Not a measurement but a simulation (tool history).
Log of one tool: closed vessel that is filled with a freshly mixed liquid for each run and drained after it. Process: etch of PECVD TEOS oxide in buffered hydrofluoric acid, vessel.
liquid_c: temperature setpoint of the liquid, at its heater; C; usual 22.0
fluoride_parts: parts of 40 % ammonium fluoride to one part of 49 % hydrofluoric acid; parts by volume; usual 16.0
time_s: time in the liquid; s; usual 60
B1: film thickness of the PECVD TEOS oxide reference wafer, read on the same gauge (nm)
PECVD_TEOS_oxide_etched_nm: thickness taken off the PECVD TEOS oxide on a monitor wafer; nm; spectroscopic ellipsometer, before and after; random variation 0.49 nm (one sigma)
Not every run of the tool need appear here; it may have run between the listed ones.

{"run": 1, "day": 0.0, "liquid_c": 22.0, "fluoride_parts": 16.0, "time_s": 60, "B1": 50.0, "PECVD_TEOS_oxide_etched_nm": 78.42}
{"run": 2, "day": 3.683, "liquid_c": 22.0, "fluoride_parts": 16.0, "time_s": 60, "B1": 49.98, "PECVD_TEOS_oxide_etched_nm": 79.15}
{"run": 3, "day": 5.95, "liquid_c": 22.0, "fluoride_parts": 16.0, "time_s": 60, "B1": 50.01, "PECVD_TEOS_oxide_etched_nm": 78.26}
{"run": 4, "day": 8.85, "liquid_c": 22.0, "fluoride_parts": 16.0, "time_s": 60, "B1": 50.03, "PECVD_TEOS_oxide_etched_nm": 78.91}
{"run": 5, "day": 11.358, "liquid_c": 22.0, "fluoride_parts": 16.0, "time_s": 60, "B1": 50.02, "PECVD_TEOS_oxide_etched_nm": 78.73}
{"run": 6, "day": 15.596, "liquid_c": 22.0, "fluoride_parts": 16.0, "time_s": 60, "B1": 49.99, "PECVD_TEOS_oxide_etched_nm": 77.7}
{"run": 7, "day": 17.346, "liquid_c": 22.0, "fluoride_parts": 16.0, "time_s": 60, "B1": 49.99, "PECVD_TEOS_oxide_etched_nm": 78.8}
{"run": 8, "day": 20.329, "liquid_c": 22.0, "fluoride_parts": 16.0, "time_s": 60, "B1": 49.98, "PECVD_TEOS_oxide_etched_nm": 79.4}
{"day": 21.271, "done": "thermometer replaced"}
{"day": 21.533, "done": "hydrofluoric acid flow meter replaced"}
{"run": 9, "day": 22.246, "liquid_c": 22.0, "fluoride_parts": 16.0, "time_s": 80, "B1": 50.0, "PECVD_TEOS_oxide_etched_nm": 106.13}
{"run": 10, "day": 27.238, "liquid_c": 20.5, "fluoride_parts": 12.0, "time_s": 40, "B1": 50.01, "PECVD_TEOS_oxide_etched_nm": 64.85}
{"run": 11, "day": 30.242, "liquid_c": 17.5, "fluoride_parts": 11.0, "time_s": 60, "B1": 50.01, "PECVD_TEOS_oxide_etched_nm": 89.36}
{"run": 12, "day": 34.217, "liquid_c": 22.0, "fluoride_parts": 16.0, "time_s": 60, "B1": 50.01, "PECVD_TEOS_oxide_etched_nm": 80.24}
{"run": 13, "day": 38.45, "liquid_c": 22.0, "fluoride_parts": 16.0, "time_s": 60, "B1": 49.99, "PECVD_TEOS_oxide_etched_nm": 79.21}
{"run": 14, "day": 42.908, "liquid_c": 23.5, "fluoride_parts": 22.0, "time_s": 45, "B1": 50.0, "PECVD_TEOS_oxide_etched_nm": 49.5}
{"day": 43.246, "done": "gauge calibrated"}
{"run": 15, "day": 45.442, "liquid_c": 22.0, "fluoride_parts": 16.0, "time_s": 95, "B1": 50.02, "PECVD_TEOS_oxide_etched_nm": 126.93}
{"run": 16, "day": 48.5, "liquid_c": 24.5, "fluoride_parts": 12.0, "time_s": 60, "B1": 50.02, "PECVD_TEOS_oxide_etched_nm": 122.18}
{"run": 17, "day": 51.346, "liquid_c": 22.0, "fluoride_parts": 11.5, "time_s": 60, "B1": 49.96, "PECVD_TEOS_oxide_etched_nm": 111.46}
{"run": 18, "day": 54.958, "liquid_c": 24.0, "fluoride_parts": 18.5, "time_s": 30, "B1": 50.01, "PECVD_TEOS_oxide_etched_nm": 39.28}

3 ways to go on from here, each from the tool as it stands after run 18. What would each give?
{"run": "A", "day": 54.988, "liquid_c": 22.0, "fluoride_parts": 21.5, "time_s": 60, "B1": "?", "PECVD_TEOS_oxide_etched_nm": "?"}
{"run": "B", "day": 54.988, "liquid_c": 19.0, "fluoride_parts": 12.0, "time_s": 30, "B1": "?", "PECVD_TEOS_oxide_etched_nm": "?"}
{"run": "C", "day": 54.988, "liquid_c": 20.0, "fluoride_parts": 16.0, "time_s": 60, "B1": "?", "PECVD_TEOS_oxide_etched_nm": "?"}

run=A B1=50.02 PECVD_TEOS_oxide_etched_nm=62.11
run=B B1=50.02 PECVD_TEOS_oxide_etched_nm=45.32
run=C B1=50.02 PECVD_TEOS_oxide_etched_nm=72.26
With the hidden condition removed and each run's random variation left untouched, the same runs would have given:
run=A PECVD_TEOS_oxide_etched_nm=61.19
run=B PECVD_TEOS_oxide_etched_nm=44.95
run=C PECVD_TEOS_oxide_etched_nm=71.70
